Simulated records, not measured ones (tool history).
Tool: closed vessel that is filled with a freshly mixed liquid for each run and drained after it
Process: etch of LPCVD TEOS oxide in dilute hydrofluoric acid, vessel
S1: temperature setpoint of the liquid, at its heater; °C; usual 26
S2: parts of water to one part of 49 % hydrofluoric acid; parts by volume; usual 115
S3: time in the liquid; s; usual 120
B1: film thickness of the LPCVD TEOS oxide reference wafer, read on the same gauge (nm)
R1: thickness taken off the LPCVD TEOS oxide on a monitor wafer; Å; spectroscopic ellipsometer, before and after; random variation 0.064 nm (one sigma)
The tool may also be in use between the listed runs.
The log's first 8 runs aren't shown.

run 9 day=5.646 | S1=26 S2=115 S3=120 | B1=70.01 | R1=203.9
run 10 day=5.971 | S1=26 S2=115 S3=120 | B1=70 | R1=205.5
-- day=6.158 gauge calibrated
run 11 day=6.625 | S1=26 S2=115 S3=120 | B1=70.01 | R1=204.2
run 12 day=6.938 | S1=29.5 S2=115 S3=120 | B1=70 | R1=232.6
run 13 day=7.188 | S1=29.5 S2=115 S3=120 | B1=70 | R1=233.9
run 14 day=7.646 | S1=27.5 S2=115 S3=120 | B1=70.01 | R1=216.6
run 15 day=8.167 | S1=26 S2=65 S3=75 | B1=69.97 | R1=243.3
run 16 day=8.838 | S1=26 S2=90 S3=180 | B1=70.01 | R1=408.7
run 17 day=9.146 | S1=26 S2=115 S3=120 | B1=69.99 | R1=204.6
run 18 day=9.488 | S1=26 S2=115 S3=120 | B1=69.98 | R1=205.6
run 19 day=9.767 | S1=26 S2=150 S3=60 | B1=69.98 | R1=75.3
run 20 day=10.308 | S1=23.5 S2=90 S3=90 | B1=70.01 | R1=184.6
run 21 day=10.588 | S1=23 S2=65 S3=95 | B1=70.01 | R1=273.2
run 22 day=11.192 | S1=26 S2=115 S3=55 | B1=70 | R1=94.6
run 23 day=11.779 | S1=30 S2=75 S3=55 | B1=70.01 | R1=178.5
-- day=12.246 thermometer replaced
run 24 day=12.267 | S1=24.5 S2=155 S3=50 | B1=70.01 | R1=51.9
run 25 day=12.579 | S1=26 S2=115 S3=120 | B1=69.99 | R1=185.4
run 26 day=13.075 | S1=30.5 S2=65 S3=55 | B1=70.02 | R1=191.7
run 27 day=13.438 | S1=26 S2=115 S3=120 | B1=69.99 | R1=184.9
run 28 day=14.033 | S1=26 S2=115 S3=120 | B1=70.01 | R1=185
run 29 day=14.575 | S1=30 S2=155 S3=165 | B1=69.98 | R1=208.7
run 30 day=15.129 | S1=24.5 S2=155 S3=50 | B1=69.98 | R1=51.9
run 31 day=15.833 | S1=26 S2=90 S3=180 | B1=70.01 | R1=367.7
run 32 day=16.533 | S1=26 S2=150 S3=65 | B1=69.98 | R1=73.9

Forecast each of these 5 alternatives for the next run:
run A day=16.562 | S1=26 S2=115 S3=120 | B1=? | R1=?
run B day=16.562 | S1=26 S2=75 S3=120 | B1=? | R1=?
run C day=16.562 | S1=26 S2=70 S3=95 | B1=? | R1=?
run D day=16.562 | S1=30 S2=70 S3=165 | B1=? | R1=?
run E day=16.562 | S1=22.5 S2=170 S3=120 | B1=? | R1=?

run=A B1=69.98 R1=186.7
run=B B1=69.98 R1=301.6
run=C B1=69.98 R1=257.6
run=D B1=69.98 R1=523.1
run=E B1=69.98 R1=103.6
Without the tool's hidden state the same runs would have given:
run=A R1=185.4
run=B R1=299.4
run=C R1=255.6
run=D R1=519.3
run=E R1=102.8

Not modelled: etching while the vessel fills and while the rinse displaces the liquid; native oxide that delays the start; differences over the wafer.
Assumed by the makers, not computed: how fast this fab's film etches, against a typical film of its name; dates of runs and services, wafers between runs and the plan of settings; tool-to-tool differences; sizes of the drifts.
